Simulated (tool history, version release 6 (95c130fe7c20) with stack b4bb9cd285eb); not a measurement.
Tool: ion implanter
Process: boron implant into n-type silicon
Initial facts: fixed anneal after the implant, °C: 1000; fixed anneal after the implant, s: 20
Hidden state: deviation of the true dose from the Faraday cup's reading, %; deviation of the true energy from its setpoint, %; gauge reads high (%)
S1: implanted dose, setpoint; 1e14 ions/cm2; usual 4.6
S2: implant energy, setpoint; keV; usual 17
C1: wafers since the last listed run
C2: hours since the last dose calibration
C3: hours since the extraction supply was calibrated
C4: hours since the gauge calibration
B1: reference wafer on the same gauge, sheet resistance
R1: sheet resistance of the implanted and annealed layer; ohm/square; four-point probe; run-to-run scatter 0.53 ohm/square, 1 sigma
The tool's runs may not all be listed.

Run 1, hour 0: usual settings but S2 15.5 keV; C1 0; C2 160; C3 3302.3; C4 1027.7; B1 203.87. Result: R1 228.15 ohm/square.
At hour 110: gauge calibrated.
Run 2, hour 127.4: usual settings but S2 15.5 keV; C1 2164; C2 287.4; C3 3429.7; C4 17.4; B1 204.14. Result: R1 228.79 ohm/square.
Run 3, hour 177.2: usual settings; C1 845; C2 337.2; C3 3479.5; C4 67.2; B1 203.89. Result: R1 227.65 ohm/square.
Run 4, hour 247.8: usual settings; C1 1199; C2 407.8; C3 3550.1; C4 137.8; B1 204.03. Result: R1 227.19 ohm/square.
Run 5, hour 298.3: usual settings; C1 857; C2 458.3; C3 3600.6; C4 188.3; B1 203.89. Result: R1 227.86 ohm/square.
Run 6, hour 355.9: usual settings; C1 978; C2 515.9; C3 3658.2; C4 245.9; B1 203.94. Result: R1 227.86 ohm/square.
Run 7, hour 426.5: usual settings; C1 1199; C2 586.5; C3 3728.8; C4 316.5; B1 203.78. Result: R1 228.78 ohm/square.
Run 8, hour 492.4: usual settings; C1 1119; C2 652.4; C3 3794.7; C4 382.4; B1 204.09. Result: R1 228.43 ohm/square.
Run 9, hour 581.6: usual settings but S1 4.18 1e14 ions/cm2; C1 1515; C2 741.6; C3 3883.9; C4 471.6; B1 204. Result: R1 247.81 ohm/square.
Run 10, hour 617.9: usual settings but S1 4.18 1e14 ions/cm2; C1 616; C2 777.9; C3 3920.2; C4 507.9; B1 204.11. Result: R1 248.21 ohm/square.
Run 11, hour 676.3: usual settings; C1 992; C2 836.3; C3 3978.6; C4 566.3; B1 203.8. Result: R1 230.76 ohm/square.
At hour 700.9: Faraday cup replaced and dose calibrated.
Run 12, hour 719.5: usual settings; C1 597; C2 18.6; C3 4021.8; C4 609.5; B1 204.09. Result: R1 225.15 ohm/square.
Run 13, hour 765.5: usual settings; C1 781; C2 64.6; C3 4067.8; C4 655.5; B1 203.67. Result: R1 226.77 ohm/square.
Run 14, hour 791.6: usual settings; C1 443; C2 90.7; C3 4093.9; C4 681.6; B1 204.1. Result: R1 226.64 ohm/square.
Run 15, hour 857.9: usual settings; C1 1126; C2 157; C3 4160.2; C4 747.9; B1 203.77. Result: R1 226.74 ohm/square.
Run 16, hour 895.3: usual settings; C1 635; C2 194.4; C3 4197.6; C4 785.3; B1 204.05. Result: R1 227.87 ohm/square.
Run 17, hour 920: usual settings but S1 3.73 1e14 ions/cm2, S2 14 keV; C1 419; C2 219.1; C3 4222.3; C4 810; B1 204.19. Result: R1 275.01 ohm/square.
Run 18, hour 970: usual settings but S1 3.29 1e14 ions/cm2, S2 15 keV; C1 849; C2 269.1; C3 4272.3; C4 860; B1 204.06. Result: R1 301.12 ohm/square.
Run 19, hour 1028.7: usual settings but S1 3.58 1e14 ions/cm2; C1 997; C2 327.8; C3 4331; C4 918.7; B1 204.05. Result: R1 278.75 ohm/square.
Run 20, hour 1086.1: usual settings but S1 4.08 1e14 ions/cm2, S2 12.5 keV; C1 975; C2 385.2; C3 4388.4; C4 976.1; B1 204.21. Result: R1 258.3 ohm/square.
Run 21, hour 1124: usual settings but S1 4.03 1e14 ions/cm2, S2 19 keV; C1 643; C2 423.1; C3 4426.3; C4 1014; B1 203.85. Result: R1 250.76 ohm/square.
Run 22, hour 1167.5: usual settings but S1 5.71 1e14 ions/cm2; C1 738; C2 466.6; C3 4469.8; C4 1057.5; B1 203.93. Result: R1 191.65 ohm/square.
Run 23, hour 1212.7: usual settings but S2 14 keV; C1 767; C2 511.8; C3 4515; C4 1102.7; B1 203.83. Result: R1 232.8 ohm/square.
Run 24, hour 1271.7: usual settings but S1 3.96 1e14 ions/cm2, S2 21.5 keV; C1 1002; C2 570.8; C3 4574; C4 1161.7; B1 203.95. Result: R1 252.49 ohm/square.
Run 25, hour 1304: usual settings; C1 548; C2 603.1; C3 4606.3; C4 1194; B1 203.85. Result: R1 228.46 ohm/square.
Run 26, hour 1374.7: usual settings but S2 22 keV; C1 1200; C2 673.8; C3 4677; C4 1264.7; B1 203.96. Result: R1 224.02 ohm/square.
At hour 1394.1: extraction supply calibrated.
Run 27, hour 1417.9: usual settings; C1 597; C2 717; C3 23.8; C4 1307.9; B1 204.08. Result: R1 229.25 ohm/square.
At hour 1434.3: gauge calibrated.
Run 28, hour 1485: usual settings but S1 5.92 1e14 ions/cm2, S2 13.5 keV; C1 1139; C2 784.1; C3 90.9; C4 50.7; B1 203.97. Result: R1 189.55 ohm/square.
Run 29, hour 1531.5: usual settings but S1 5.2 1e14 ions/cm2, S2 14 keV; C1 789; C2 830.6; C3 137.4; C4 97.2; B1 204.02. Result: R1 210.67 ohm/square.

Run 30 has not been measured yet. What should we expect?
At hour 1545.1: Faraday cup replaced and dose calibrated.
Run 30, hour 1569.4: usual settings; C1 507; C2 24.3; C3 175.3; C4 135.1; B1 ?. Result: R1 ?.

B1: 204.1
R1: 226.21 ohm/square
With the hidden condition absent and the run-to-run variation left alone, this run would have shown R1 226.25 ohm/square.

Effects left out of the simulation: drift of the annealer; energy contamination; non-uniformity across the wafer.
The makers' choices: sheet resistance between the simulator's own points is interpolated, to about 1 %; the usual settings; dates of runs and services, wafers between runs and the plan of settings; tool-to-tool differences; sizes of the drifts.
